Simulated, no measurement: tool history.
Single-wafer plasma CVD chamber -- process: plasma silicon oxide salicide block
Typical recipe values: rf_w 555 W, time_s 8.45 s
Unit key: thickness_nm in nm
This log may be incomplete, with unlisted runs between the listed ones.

run	hour	rf_w	time_s	wafers since the last listed run	hours since the last RF generator calibration	hours since the showerhead was replaced	hours since the gauge calibration	read-back reference wafer on the same gauge, thickness_nm	thickness_nm
1	0.0	555	9.73	0	305.5	3915.3	1334.0	90.350	101.864
2	69.7	555	9.73	3328	375.2	3985.0	1403.7	90.229	102.800
3	108.4	555	8.45	1848	413.9	4023.7	1442.4	90.061	88.881
4	145.0	555	8.45	1747	450.5	4060.3	1479.0	89.840	88.376
5	189.6	555	8.45	2130	495.1	4104.9	1523.6	89.764	87.989
6	240.8	555	8.45	2445	546.3	4156.1	1574.8	89.864	88.193
7	294.3	525	8.45	2555	599.8	4209.6	1628.3	89.857	87.386
8	340.2	525	8.45	2192	645.7	4255.5	1674.2	89.808	86.853
9	382.3	590	8.45	2010	687.8	4297.6	1716.3	89.559	89.225
# hour 595.4: RF generator calibrated
10	595.9	590	8.45	9819	0.5	4511.2	1929.9	89.154	88.707
11	745.9	590	8.45	7163	150.5	4661.2	2079.9	88.904	88.596
12	792.6	555	8.45	2230	197.2	4707.9	2126.6	88.769	87.427
13	859.4	555	8.45	3190	264.0	4774.7	2193.4	88.628	86.555
14	898.2	555	8.45	1853	302.8	4813.5	2232.2	88.688	87.013
15	940.4	555	8.45	2015	345.0	4855.7	2274.4	88.320	87.638
16	1004.4	555	8.45	3056	409.0	4919.7	2338.4	88.250	86.770
17	1038.3	555	8.45	1619	442.9	4953.6	2372.3	88.037	86.565
18	1128.0	555	8.45	4284	532.6	5043.3	2462.0	87.961	86.618
# hour 1162.2: gauge calibrated
19	1168.9	445	9.49	1953	573.5	5084.2	6.7	91.453	97.407
20	1236.2	590	8.45	3214	640.8	5151.5	74.0	91.307	89.763
21	1443.9	455	9.93	9919	848.5	5359.2	281.7	91.394	102.248
22	1496.8	500	9.93	2526	901.4	5412.1	334.6	91.285	103.916
# hour 1524.4: RF generator calibrated
# hour 1524.6: showerhead replaced
23	1553.6	600	7.87	2321	29.2	29.0	391.4	91.221	85.193
24	1759.8	555	8.45	9847	235.4	235.2	597.6	91.128	89.343
25	1795.2	590	7.88	1690	270.8	270.6	633.0	91.171	84.208
26	1839.3	555	8.45	2106	314.9	314.7	677.1	90.979	89.683

Expected results for the next run?
27	1908.2	555	8.45	3290	383.8	383.6	746.0	?	?

{"run 27": {"read-back reference wafer on the same gauge, thickness_nm": 90.982, "thickness_nm": 89.184}}
Had the tool carried no hidden state, the very same run would have given thickness_nm 89.447 nm.

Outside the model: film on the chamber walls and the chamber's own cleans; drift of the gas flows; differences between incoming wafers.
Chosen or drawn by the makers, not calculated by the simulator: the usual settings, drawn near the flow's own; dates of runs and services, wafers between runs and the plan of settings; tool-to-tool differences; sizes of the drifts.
